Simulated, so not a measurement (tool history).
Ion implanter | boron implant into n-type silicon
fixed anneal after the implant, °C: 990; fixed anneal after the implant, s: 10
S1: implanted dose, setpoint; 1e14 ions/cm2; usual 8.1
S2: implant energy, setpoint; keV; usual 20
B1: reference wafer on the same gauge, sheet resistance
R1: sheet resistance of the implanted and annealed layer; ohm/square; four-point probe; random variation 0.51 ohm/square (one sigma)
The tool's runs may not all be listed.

run 1 day=0 | S1=8.1 S2=17.5 | B1=130.69 | R1=145.56
run 2 day=1.279 | S1=8.1 S2=20 | B1=130.55 | R1=144.08
run 3 day=2.521 | S1=8.1 S2=20 | B1=130.51 | R1=143.81
run 4 day=3.042 | S1=7.42 S2=20 | B1=130.54 | R1=154.84
run 5 day=4.292 | S1=7.42 S2=20 | B1=130.31 | R1=154.24
run 6 day=5.379 | S1=8.1 S2=20 | B1=130.26 | R1=144.86
run 7 day=6.779 | S1=8.1 S2=20 | B1=130.05 | R1=142.34
run 8 day=8.175 | S1=8.1 S2=20 | B1=129.98 | R1=144.08
run 9 day=9.292 | S1=8.1 S2=20 | B1=129.76 | R1=143.73
run 10 day=9.871 | S1=8.1 S2=20 | B1=129.72 | R1=143.18
run 11 day=10.696 | S1=8.1 S2=20 | B1=129.49 | R1=143.01
run 12 day=11.279 | S1=8.1 S2=20 | B1=129.49 | R1=143.58
run 13 day=11.871 | S1=8.93 S2=23.5 | B1=129.28 | R1=129.93
run 14 day=12.596 | S1=8.1 S2=20 | B1=129.21 | R1=143.11
run 15 day=14.075 | S1=8.1 S2=20 | B1=129.12 | R1=141.96
run 16 day=14.696 | S1=8.1 S2=20 | B1=128.74 | R1=142.11
run 17 day=15.754 | S1=6.41 S2=22 | B1=128.6 | R1=171.16
run 18 day=16.483 | S1=10.32 S2=26 | B1=128.42 | R1=115.25
run 19 day=17.938 | S1=8.1 S2=22 | B1=128.29 | R1=139.45
-- day=18.504 Faraday cup replaced and dose calibrated
run 20 day=19.425 | S1=8.1 S2=20 | B1=127.89 | R1=140.25
run 21 day=20.212 | S1=8.83 S2=25 | B1=127.68 | R1=129.26
run 22 day=21.671 | S1=10.01 S2=16 | B1=127.26 | R1=122.68
-- day=22.008 gauge calibrated
run 23 day=22.983 | S1=8.1 S2=26 | B1=130.76 | R1=141.82
run 24 day=23.875 | S1=8.1 S2=20 | B1=130.68 | R1=143.78
run 25 day=25.346 | S1=8.1 S2=16 | B1=130.6 | R1=147.47
run 26 day=25.95 | S1=8.8 S2=20 | B1=130.66 | R1=134.96
run 27 day=27.008 | S1=8.77 S2=20 | B1=130.65 | R1=135.02
-- day=27.371 extraction supply calibrated
run 28 day=27.992 | S1=5.71 S2=20 | B1=130.49 | R1=193.16
run 29 day=28.758 | S1=8.1 S2=20 | B1=130.47 | R1=144.27
run 30 day=32.054 | S1=10.1 S2=17.5 | B1=130.35 | R1=122.39
run 31 day=33.388 | S1=9.87 S2=22 | B1=130.08 | R1=121.71
run 32 day=34.004 | S1=5.71 S2=20 | B1=130.05 | R1=191.44
run 33 day=35.046 | S1=8.1 S2=20 | B1=129.77 | R1=142.92
run 34 day=38.029 | S1=6.87 S2=16.5 | B1=129.42 | R1=165.42
run 35 day=39.075 | S1=8.1 S2=20 | B1=129.22 | R1=142.9

Some steps in R1 between neighbouring runs. How much of each would the tool show without its hidden state too (settings, what came in, random variation), and how much is left for the hidden state, with any gauge scatter that isn't in both results?
The hidden state here: deviation of the true dose from the Faraday cup's reading, %; deviation of the true energy from its setpoint, %; gauge reads high (%).
Run 17 -> 18: S1 6.41 -> 10.32, S2 22 -> 26. R1 -55.91 ohm/square: hidden state +0.88, all else -56.79.
Run 18 -> 19: S1 10.32 -> 8.1, S2 26 -> 22. R1 +24.2 ohm/square: hidden state -0.83, all else +25.03.
Run 22 -> 23: S1 10.01 -> 8.1, S2 16 -> 26, gauge calibrated. R1 +19.14 ohm/square: hidden state +3.29, all else +15.85.
Run 27 -> 28: S1 8.77 -> 5.71, extraction supply calibrated. R1 +58.14 ohm/square: hidden state -0.25, all else +58.39.
Run 31 -> 32: S1 9.87 -> 5.71, S2 22 -> 20. R1 +69.73 ohm/square: hidden state -0.6, all else +70.33.
